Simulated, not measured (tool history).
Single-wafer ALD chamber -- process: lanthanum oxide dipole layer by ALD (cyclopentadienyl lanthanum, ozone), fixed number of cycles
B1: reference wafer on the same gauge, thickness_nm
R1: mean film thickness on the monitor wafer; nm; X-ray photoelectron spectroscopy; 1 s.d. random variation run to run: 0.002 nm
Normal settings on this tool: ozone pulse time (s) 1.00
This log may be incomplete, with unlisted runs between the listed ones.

Run 1, day 0.000: usual settings; B1 0.478. Result: R1 0.439 nm.
Run 2, day 1.129: usual settings; B1 0.478. Result: R1 0.435 nm.
Run 3, day 2.492: usual settings; B1 0.478. Result: R1 0.438 nm.
Run 4, day 4.338: usual settings; B1 0.478. Result: R1 0.437 nm.
At day 6.267: ozone generator serviced.
Run 5, day 6.396: usual settings; B1 0.478. Result: R1 0.445 nm.
Run 6, day 7.625: usual settings but ozone pulse time (s) 1.29; B1 0.478. Result: R1 0.482 nm.
Run 7, day 9.604: usual settings but ozone pulse time (s) 1.29; B1 0.478. Result: R1 0.482 nm.
Run 8, day 10.933: usual settings but ozone pulse time (s) 1.29; B1 0.478. Result: R1 0.485 nm.
At day 11.688: thermocouple changed; heater temperature recalibrated.
Run 9, day 13.596: usual settings but ozone pulse time (s) 1.14; B1 0.478. Result: R1 0.466 nm.
Run 10, day 15.904: usual settings; B1 0.478. Result: R1 0.445 nm.
Run 11, day 16.938: usual settings but ozone pulse time (s) 0.75; B1 0.478. Result: R1 0.370 nm.
Run 12, day 18.604: usual settings but ozone pulse time (s) 1.25; B1 0.478. Result: R1 0.477 nm.
At day 19.892: gauge calibrated.
Run 13, day 21.512: usual settings but ozone pulse time (s) 0.85; B1 0.479. Result: R1 0.400 nm.
Run 14, day 23.667: usual settings but ozone pulse time (s) 1.30; B1 0.478. Result: R1 0.481 nm.
At day 24.971: showerhead replaced.
Run 15, day 25.225: usual settings but ozone pulse time (s) 0.73; B1 0.478. Result: R1 0.361 nm.
Run 16, day 27.296: usual settings but ozone pulse time (s) 1.35; B1 0.478. Result: R1 0.484 nm.
At day 29.538: ozone generator serviced.
Run 17, day 29.862: usual settings but ozone pulse time (s) 0.61; B1 0.478. Result: R1 0.318 nm.
Run 18, day 32.254: usual settings; B1 0.477. Result: R1 0.443 nm.
Run 19, day 34.717: usual settings but ozone pulse time (s) 1.20; B1 0.478. Result: R1 0.473 nm.
Run 20, day 36.329: usual settings but ozone pulse time (s) 1.21; B1 0.478. Result: R1 0.477 nm.
Run 21, day 37.646: usual settings but ozone pulse time (s) 1.29; B1 0.478. Result: R1 0.481 nm.
Run 22, day 38.892: usual settings but ozone pulse time (s) 0.65; B1 0.478. Result: R1 0.326 nm.

Hidden state or all else? Some run-to-run changes of R1, split into what the settings, what came in and random variation would give without the hidden state, and what is left for the hidden state (with any gauge scatter that isn't in both results):
The tool's hidden condition here consists of: wafer temperature above the value expected at the setpoint (K); ozone dose above that of a generator just serviced (%); gauge reads high (%).
Run 4 -> 5: ozone generator serviced. R1 +0.008 nm: hidden state +0.009, all else -0.001.
Run 14 -> 15: ozone pulse time (s) 1.30 -> 0.73, showerhead replaced. R1 -0.120 nm: hidden state -0.006, all else -0.114.
Run 16 -> 17: ozone pulse time (s) 1.35 -> 0.61, ozone generator serviced. R1 -0.166 nm: hidden state +0.004, all else -0.170.
Run 21 -> 22: ozone pulse time (s) 1.29 -> 0.65. R1 -0.155 nm: hidden state -0.006, all else -0.149.
